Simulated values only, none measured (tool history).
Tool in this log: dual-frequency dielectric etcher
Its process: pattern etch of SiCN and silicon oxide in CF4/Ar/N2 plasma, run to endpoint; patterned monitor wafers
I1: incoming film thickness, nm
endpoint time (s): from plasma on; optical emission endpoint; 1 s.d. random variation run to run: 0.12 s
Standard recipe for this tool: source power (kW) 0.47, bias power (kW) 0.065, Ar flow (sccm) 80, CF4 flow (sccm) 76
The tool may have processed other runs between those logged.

run 1 hour=0 | source_power_(kW)=0.47 bias_power_(kW)=0.065 Ar_flow_(sccm)=80 CF4_flow_(sccm)=83 | I1=13.37 | endpoint_time_(s)=14
run 2 hour=13.5 | source_power_(kW)=0.47 bias_power_(kW)=0.065 Ar_flow_(sccm)=80 CF4_flow_(sccm)=76 | I1=13.59 | endpoint_time_(s)=14.3
run 3 hour=27.5 | source_power_(kW)=0.47 bias_power_(kW)=0.065 Ar_flow_(sccm)=80 CF4_flow_(sccm)=76 | I1=13.52 | endpoint_time_(s)=14.4
run 4 hour=37.2 | source_power_(kW)=0.47 bias_power_(kW)=0.065 Ar_flow_(sccm)=80 CF4_flow_(sccm)=76 | I1=13.59 | endpoint_time_(s)=14.3
run 5 hour=47 | source_power_(kW)=0.47 bias_power_(kW)=0.065 Ar_flow_(sccm)=80 CF4_flow_(sccm)=76 | I1=13.4 | endpoint_time_(s)=14.3
run 6 hour=61.3 | source_power_(kW)=0.47 bias_power_(kW)=0.065 Ar_flow_(sccm)=80 CF4_flow_(sccm)=76 | I1=13.4 | endpoint_time_(s)=14.2
run 7 hour=78.7 | source_power_(kW)=0.47 bias_power_(kW)=0.065 Ar_flow_(sccm)=80 CF4_flow_(sccm)=76 | I1=13.39 | endpoint_time_(s)=14.2
run 8 hour=91.1 | source_power_(kW)=0.47 bias_power_(kW)=0.065 Ar_flow_(sccm)=80 CF4_flow_(sccm)=76 | I1=13.64 | endpoint_time_(s)=14.5
run 9 hour=104.3 | source_power_(kW)=0.47 bias_power_(kW)=0.065 Ar_flow_(sccm)=80 CF4_flow_(sccm)=83 | I1=13.35 | endpoint_time_(s)=14
run 10 hour=114.2 | source_power_(kW)=0.47 bias_power_(kW)=0.065 Ar_flow_(sccm)=80 CF4_flow_(sccm)=76 | I1=13.47 | endpoint_time_(s)=14.1
run 11 hour=129.9 | source_power_(kW)=0.47 bias_power_(kW)=0.065 Ar_flow_(sccm)=63 CF4_flow_(sccm)=76 | I1=13.51 | endpoint_time_(s)=14
-- hour=141.4 Ar flow controller replaced
run 12 hour=141.9 | source_power_(kW)=0.43 bias_power_(kW)=0.065 Ar_flow_(sccm)=80 CF4_flow_(sccm)=90 | I1=13.39 | endpoint_time_(s)=14.8
-- hour=168.5 wet clean of the chamber
-- hour=170.1 bias power generator calibrated
-- hour=173.1 upper electrode replaced, of another model than before
-- hour=175.3 source power generator calibrated
run 13 hour=175.8 | source_power_(kW)=0.47 bias_power_(kW)=0.055 Ar_flow_(sccm)=80 CF4_flow_(sccm)=61 | I1=13.49 | endpoint_time_(s)=17.3
run 14 hour=176.2 | source_power_(kW)=0.4 bias_power_(kW)=0.078 Ar_flow_(sccm)=80 CF4_flow_(sccm)=84 | I1=13.44 | endpoint_time_(s)=17
run 15 hour=176.5 | source_power_(kW)=0.56 bias_power_(kW)=0.065 Ar_flow_(sccm)=69 CF4_flow_(sccm)=76 | I1=13.58 | endpoint_time_(s)=11
run 16 hour=185.4 | source_power_(kW)=0.47 bias_power_(kW)=0.065 Ar_flow_(sccm)=80 CF4_flow_(sccm)=76 | I1=13.35 | endpoint_time_(s)=14.5
-- hour=200.3 CF4 flow controller replaced
run 17 hour=200.8 | source_power_(kW)=0.47 bias_power_(kW)=0.08 Ar_flow_(sccm)=61 CF4_flow_(sccm)=64 | I1=13.62 | endpoint_time_(s)=13.1
run 18 hour=212.2 | source_power_(kW)=0.47 bias_power_(kW)=0.071 Ar_flow_(sccm)=80 CF4_flow_(sccm)=76 | I1=13.39 | endpoint_time_(s)=13.8
run 19 hour=225.7 | source_power_(kW)=0.57 bias_power_(kW)=0.079 Ar_flow_(sccm)=97 CF4_flow_(sccm)=76 | I1=13.53 | endpoint_time_(s)=10
run 20 hour=261.2 | source_power_(kW)=0.47 bias_power_(kW)=0.058 Ar_flow_(sccm)=97 CF4_flow_(sccm)=76 | I1=13.53 | endpoint_time_(s)=16.2
run 21 hour=272.1 | source_power_(kW)=0.47 bias_power_(kW)=0.065 Ar_flow_(sccm)=80 CF4_flow_(sccm)=76 | I1=13.46 | endpoint_time_(s)=14.6
run 22 hour=287.5 | source_power_(kW)=0.58 bias_power_(kW)=0.072 Ar_flow_(sccm)=70 CF4_flow_(sccm)=69 | I1=13.43 | endpoint_time_(s)=9.8
run 23 hour=308.6 | source_power_(kW)=0.47 bias_power_(kW)=0.065 Ar_flow_(sccm)=80 CF4_flow_(sccm)=76 | I1=13.71 | endpoint_time_(s)=15
run 24 hour=325.1 | source_power_(kW)=0.47 bias_power_(kW)=0.065 Ar_flow_(sccm)=80 CF4_flow_(sccm)=76 | I1=13.54 | endpoint_time_(s)=14.6

4 options for the next run, each taken on its own from the tool as it stands now. Forecast them:
run A hour=325.5 | source_power_(kW)=0.47 bias_power_(kW)=0.065 Ar_flow_(sccm)=80 CF4_flow_(sccm)=76 | I1=13.48 | endpoint_time_(s)=?
run B hour=325.5 | source_power_(kW)=0.47 bias_power_(kW)=0.055 Ar_flow_(sccm)=86 CF4_flow_(sccm)=64 | I1=13.48 | endpoint_time_(s)=?
run C hour=325.5 | source_power_(kW)=0.51 bias_power_(kW)=0.057 Ar_flow_(sccm)=65 CF4_flow_(sccm)=92 | I1=13.48 | endpoint_time_(s)=?
run D hour=325.5 | source_power_(kW)=0.51 bias_power_(kW)=0.065 Ar_flow_(sccm)=80 CF4_flow_(sccm)=76 | I1=13.48 | endpoint_time_(s)=?

run=A endpoint_time_(s)=14.3
run=B endpoint_time_(s)=16.9
run=C endpoint_time_(s)=12.8
run=D endpoint_time_(s)=12.5
With no hidden state in the tool, these same runs would have given:
run=A endpoint_time_(s)=14.5
run=B endpoint_time_(s)=17.2
run=C endpoint_time_(s)=13.1
run=D endpoint_time_(s)=12.8
